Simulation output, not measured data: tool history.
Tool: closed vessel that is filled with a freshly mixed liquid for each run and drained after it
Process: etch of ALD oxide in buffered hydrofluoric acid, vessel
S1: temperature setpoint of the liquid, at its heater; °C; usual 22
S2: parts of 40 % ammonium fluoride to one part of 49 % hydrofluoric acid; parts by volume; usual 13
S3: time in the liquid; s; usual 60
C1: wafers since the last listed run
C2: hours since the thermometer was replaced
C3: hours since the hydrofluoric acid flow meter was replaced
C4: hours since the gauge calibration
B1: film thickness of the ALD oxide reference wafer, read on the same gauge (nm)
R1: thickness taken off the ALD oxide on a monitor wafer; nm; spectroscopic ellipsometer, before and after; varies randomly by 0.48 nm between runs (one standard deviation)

run	hour	S1	S2	S3	C1	C2	C3	C4	B1	R1
1	0	25	13	60	0	1429.5	2027.8	89.5	49.99	103.11
2	7	25	13	60	976	1436.5	2034.8	96.5	50.01	102.03
3	22	25	13	60	2091	1451.5	2049.8	111.5	50.03	102.29
4	30.9	22	10	60	1240	1460.4	2058.7	120.4	50	110.97
5	42.5	22	10	60	1617	1472	2070.3	132	50.02	110.42
6	51.5	22	9	60	1254	1481	2079.3	141	49.99	122.63
7	61.1	22	13	45	1338	1490.6	2088.9	150.6	50	64.06
8	74	22	13	60	1798	1503.5	2101.8	163.5	49.96	85.66
9	81.4	22	13	60	1031	1510.9	2109.2	170.9	49.99	85.2
10	92.9	22	13	60	1603	1522.4	2120.7	182.4	50	84.99
11	104.5	22	13	60	1617	1534	2132.3	194	50.01	85.05
12	118.3	22	13	60	1924	1547.8	2146.1	207.8	50.01	84.85
13	131.1	22	13	60	1784	1560.6	2158.9	220.6	50	84.71
# hour 146.9: thermometer replaced
14	148.2	22	13	60	2244	1.3	2176	237.7	50	96.3
15	162.8	22	13	60	2035	15.9	2190.6	252.3	50	96.19
16	173.2	26.5	10	85	1450	26.3	2201	262.7	50	223.96
17	186.8	23.5	13	60	1896	39.9	2214.6	276.3	50.01	103.58
18	204.1	22	13	60	2412	57.2	2231.9	293.6	50.04	95.63
# hour 213.1: hydrofluoric acid flow meter replaced
19	215.6	22	13	60	1464	68.7	2.5	305.1	50	112.05
20	224.7	25.5	13	60	1268	77.8	11.6	314.2	49.99	135.48
21	236.6	27	15	90	1659	89.7	23.5	326.1	50	191.85

The next listed run, before its measurement:
22	253.2	24.5	13	50	2314	106.3	40.1	342.7	?	?

B1: 50.02
R1: 106.78 nm
Had the tool carried no hidden state, the very same run would have given R1 109.95 nm.

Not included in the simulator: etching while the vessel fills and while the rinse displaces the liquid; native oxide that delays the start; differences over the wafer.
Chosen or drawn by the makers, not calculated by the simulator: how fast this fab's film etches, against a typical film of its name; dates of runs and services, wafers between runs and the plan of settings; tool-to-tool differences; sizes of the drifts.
